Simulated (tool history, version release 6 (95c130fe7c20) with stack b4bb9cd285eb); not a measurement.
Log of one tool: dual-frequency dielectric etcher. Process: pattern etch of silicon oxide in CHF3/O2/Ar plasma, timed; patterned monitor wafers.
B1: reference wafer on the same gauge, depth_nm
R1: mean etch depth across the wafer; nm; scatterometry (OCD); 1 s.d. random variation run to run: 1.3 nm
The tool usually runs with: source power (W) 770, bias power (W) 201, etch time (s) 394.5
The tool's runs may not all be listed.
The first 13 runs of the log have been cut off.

{"day": 8.092, "done": "gauge calibrated"}
{"run": 14, "day": 8.117, "source power (W)": 930, "bias power (W)": 160, "etch time (s)": 394.5, "B1": 966.6, "R1": 837.1}
{"run": 15, "day": 8.55, "source power (W)": 960, "bias power (W)": 215, "etch time (s)": 498.5, "B1": 966.5, "R1": 1248.9}
{"day": 8.954, "done": "source power generator calibrated"}
{"run": 16, "day": 8.975, "source power (W)": 770, "bias power (W)": 201, "etch time (s)": 394.5, "B1": 966.8, "R1": 884.2}
{"run": 17, "day": 9.658, "source power (W)": 670, "bias power (W)": 169, "etch time (s)": 443.5, "B1": 966.9, "R1": 866.7}
{"run": 18, "day": 10.196, "source power (W)": 610, "bias power (W)": 242, "etch time (s)": 507.5, "B1": 967.3, "R1": 1154.4}
{"run": 19, "day": 10.712, "source power (W)": 770, "bias power (W)": 201, "etch time (s)": 394.5, "B1": 967.9, "R1": 884.9}
{"run": 20, "day": 11.117, "source power (W)": 670, "bias power (W)": 224, "etch time (s)": 394.5, "B1": 967.0, "R1": 891.6}
{"run": 21, "day": 11.862, "source power (W)": 770, "bias power (W)": 176, "etch time (s)": 394.5, "B1": 967.3, "R1": 826.5}
{"run": 22, "day": 12.233, "source power (W)": 590, "bias power (W)": 177, "etch time (s)": 394.5, "B1": 967.2, "R1": 759.0}
{"run": 23, "day": 12.771, "source power (W)": 900, "bias power (W)": 201, "etch time (s)": 394.5, "B1": 967.4, "R1": 934.1}
{"run": 24, "day": 13.083, "source power (W)": 770, "bias power (W)": 201, "etch time (s)": 394.5, "B1": 966.7, "R1": 886.4}
{"run": 25, "day": 13.488, "source power (W)": 770, "bias power (W)": 201, "etch time (s)": 394.5, "B1": 967.1, "R1": 884.4}
{"run": 26, "day": 13.954, "source power (W)": 660, "bias power (W)": 201, "etch time (s)": 335.0, "B1": 966.4, "R1": 717.1}
{"run": 27, "day": 14.354, "source power (W)": 770, "bias power (W)": 227, "etch time (s)": 394.5, "B1": 967.0, "R1": 946.0}
{"run": 28, "day": 14.608, "source power (W)": 680, "bias power (W)": 201, "etch time (s)": 466.5, "B1": 967.3, "R1": 1004.3}
{"run": 29, "day": 15.162, "source power (W)": 770, "bias power (W)": 201, "etch time (s)": 307.0, "B1": 967.1, "R1": 689.8}
{"run": 30, "day": 15.896, "source power (W)": 940, "bias power (W)": 184, "etch time (s)": 445.0, "B1": 967.2, "R1": 1023.9}

What if the next run were any one of these 4? Each begins from the tool's condition after run 30:
{"run": "A", "day": 15.917, "source power (W)": 770, "bias power (W)": 201, "etch time (s)": 394.5, "B1": "?", "R1": "?"}
{"run": "B", "day": 15.917, "source power (W)": 900, "bias power (W)": 214, "etch time (s)": 294.0, "B1": "?", "R1": "?"}
{"run": "C", "day": 15.917, "source power (W)": 880, "bias power (W)": 201, "etch time (s)": 394.5, "B1": "?", "R1": "?"}
{"run": "D", "day": 15.917, "source power (W)": 710, "bias power (W)": 167, "etch time (s)": 483.0, "B1": "?", "R1": "?"}

run=A B1=967.9 R1=886.0
run=B B1=967.9 R1=719.3
run=C B1=967.9 R1=927.8
run=D B1=967.9 R1=956.4
Without the tool's unlogged condition, the same runs would have read:
run=A R1=881.2
run=B R1=715.5
run=C R1=922.8
run=D R1=951.3
